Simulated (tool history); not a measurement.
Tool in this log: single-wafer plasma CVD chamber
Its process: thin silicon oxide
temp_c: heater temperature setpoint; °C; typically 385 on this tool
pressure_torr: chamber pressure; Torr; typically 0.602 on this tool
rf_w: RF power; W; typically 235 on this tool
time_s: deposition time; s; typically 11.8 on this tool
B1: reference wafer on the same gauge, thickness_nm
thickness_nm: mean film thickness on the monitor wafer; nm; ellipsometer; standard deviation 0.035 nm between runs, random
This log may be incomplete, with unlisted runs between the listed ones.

{"run": 1, "hour": 0.0, "temp_c": 385, "pressure_torr": 0.602, "rf_w": 235, "time_s": 11.8, "B1": 11.903, "thickness_nm": 13.515}
{"run": 2, "hour": 14.0, "temp_c": 373, "pressure_torr": 0.602, "rf_w": 235, "time_s": 11.8, "B1": 11.902, "thickness_nm": 13.617}
{"run": 3, "hour": 41.8, "temp_c": 373, "pressure_torr": 0.602, "rf_w": 235, "time_s": 11.8, "B1": 11.899, "thickness_nm": 13.58}
{"run": 4, "hour": 52.9, "temp_c": 385, "pressure_torr": 0.602, "rf_w": 235, "time_s": 11.8, "B1": 11.901, "thickness_nm": 13.474}
{"hour": 69.7, "done": "RF generator calibrated"}
{"run": 5, "hour": 70.2, "temp_c": 385, "pressure_torr": 0.602, "rf_w": 235, "time_s": 11.8, "B1": 11.899, "thickness_nm": 13.92}
{"run": 6, "hour": 106.5, "temp_c": 385, "pressure_torr": 0.602, "rf_w": 235, "time_s": 11.8, "B1": 11.898, "thickness_nm": 13.997}
{"run": 7, "hour": 118.2, "temp_c": 385, "pressure_torr": 0.602, "rf_w": 235, "time_s": 11.8, "B1": 11.9, "thickness_nm": 13.913}
{"hour": 131.5, "done": "showerhead replaced, of another model than before"}
{"run": 8, "hour": 134.8, "temp_c": 385, "pressure_torr": 0.602, "rf_w": 235, "time_s": 11.8, "B1": 11.897, "thickness_nm": 14.042}
{"hour": 143.2, "done": "capacitance manometer re-zeroed and calibrated"}
{"run": 9, "hour": 143.7, "temp_c": 385, "pressure_torr": 0.602, "rf_w": 235, "time_s": 11.8, "B1": 11.902, "thickness_nm": 13.998}
{"run": 10, "hour": 154.6, "temp_c": 385, "pressure_torr": 0.602, "rf_w": 235, "time_s": 11.8, "B1": 11.9, "thickness_nm": 13.987}
{"run": 11, "hour": 171.5, "temp_c": 385, "pressure_torr": 0.602, "rf_w": 235, "time_s": 11.8, "B1": 11.899, "thickness_nm": 13.912}
{"hour": 180.0, "done": "gauge calibrated"}
{"run": 12, "hour": 188.4, "temp_c": 385, "pressure_torr": 0.602, "rf_w": 235, "time_s": 11.8, "B1": 11.9, "thickness_nm": 13.964}
{"run": 13, "hour": 202.9, "temp_c": 385, "pressure_torr": 0.473, "rf_w": 235, "time_s": 11.8, "B1": 11.899, "thickness_nm": 12.45}
{"run": 14, "hour": 216.0, "temp_c": 398, "pressure_torr": 0.538, "rf_w": 205, "time_s": 11.8, "B1": 11.901, "thickness_nm": 12.721}
{"run": 15, "hour": 229.4, "temp_c": 385, "pressure_torr": 0.602, "rf_w": 235, "time_s": 10.9, "B1": 11.899, "thickness_nm": 12.836}
{"run": 16, "hour": 237.9, "temp_c": 385, "pressure_torr": 0.558, "rf_w": 235, "time_s": 11.8, "B1": 11.898, "thickness_nm": 13.456}
{"hour": 254.4, "done": "thermocouple changed; heater temperature recalibrated"}
{"run": 17, "hour": 254.9, "temp_c": 389, "pressure_torr": 0.602, "rf_w": 215, "time_s": 11.8, "B1": 11.899, "thickness_nm": 13.619}
{"run": 18, "hour": 266.1, "temp_c": 385, "pressure_torr": 0.473, "rf_w": 235, "time_s": 11.8, "B1": 11.899, "thickness_nm": 12.454}
{"run": 19, "hour": 278.2, "temp_c": 385, "pressure_torr": 0.602, "rf_w": 235, "time_s": 11.8, "B1": 11.897, "thickness_nm": 13.965}
{"run": 20, "hour": 284.4, "temp_c": 385, "pressure_torr": 0.602, "rf_w": 235, "time_s": 11.8, "B1": 11.894, "thickness_nm": 13.96}
{"run": 21, "hour": 293.9, "temp_c": 385, "pressure_torr": 0.47, "rf_w": 235, "time_s": 10.7, "B1": 11.9, "thickness_nm": 11.219}
{"run": 22, "hour": 311.9, "temp_c": 385, "pressure_torr": 0.455, "rf_w": 280, "time_s": 10.7, "B1": 11.901, "thickness_nm": 11.6}
{"run": 23, "hour": 320.5, "temp_c": 385, "pressure_torr": 0.602, "rf_w": 250, "time_s": 13.1, "B1": 11.896, "thickness_nm": 15.763}
{"run": 24, "hour": 334.7, "temp_c": 376, "pressure_torr": 0.705, "rf_w": 195, "time_s": 11.8, "B1": 11.899, "thickness_nm": 14.682}
{"run": 25, "hour": 342.0, "temp_c": 385, "pressure_torr": 0.602, "rf_w": 235, "time_s": 11.8, "B1": 11.903, "thickness_nm": 13.988}
{"run": 26, "hour": 355.8, "temp_c": 395, "pressure_torr": 0.602, "rf_w": 235, "time_s": 11.8, "B1": 11.904, "thickness_nm": 13.811}
{"run": 27, "hour": 363.4, "temp_c": 385, "pressure_torr": 0.602, "rf_w": 245, "time_s": 10.1, "B1": 11.894, "thickness_nm": 12.043}
{"run": 28, "hour": 384.4, "temp_c": 378, "pressure_torr": 0.663, "rf_w": 275, "time_s": 9.6, "B1": 11.903, "thickness_nm": 12.477}

Consider 5 possible next runs. They are alternatives, not a sequence: every one starts from the tool as it was left by run 28. What does each give?
{"run": "A", "hour": 384.8, "temp_c": 385, "pressure_torr": 0.546, "rf_w": 235, "time_s": 11.8, "B1": "?", "thickness_nm": "?"}
{"run": "B", "hour": 384.8, "temp_c": 391, "pressure_torr": 0.602, "rf_w": 255, "time_s": 10.1, "B1": "?", "thickness_nm": "?"}
{"run": "C", "hour": 384.8, "temp_c": 385, "pressure_torr": 0.602, "rf_w": 235, "time_s": 14.0, "B1": "?", "thickness_nm": "?"}
{"run": "D", "hour": 384.8, "temp_c": 375, "pressure_torr": 0.702, "rf_w": 235, "time_s": 10.2, "B1": "?", "thickness_nm": "?"}
{"run": "E", "hour": 384.8, "temp_c": 393, "pressure_torr": 0.602, "rf_w": 265, "time_s": 11.8, "B1": "?", "thickness_nm": "?"}

run=A B1=11.899 thickness_nm=13.350
run=B B1=11.899 thickness_nm=12.180
run=C B1=11.899 thickness_nm=16.610
run=D B1=11.899 thickness_nm=13.209
run=E B1=11.899 thickness_nm=14.337
Without the tool's unlogged condition, the same runs would have read:
run=A thickness_nm=13.403
run=B thickness_nm=12.228
run=C thickness_nm=16.676
run=D thickness_nm=13.261
run=E thickness_nm=14.394
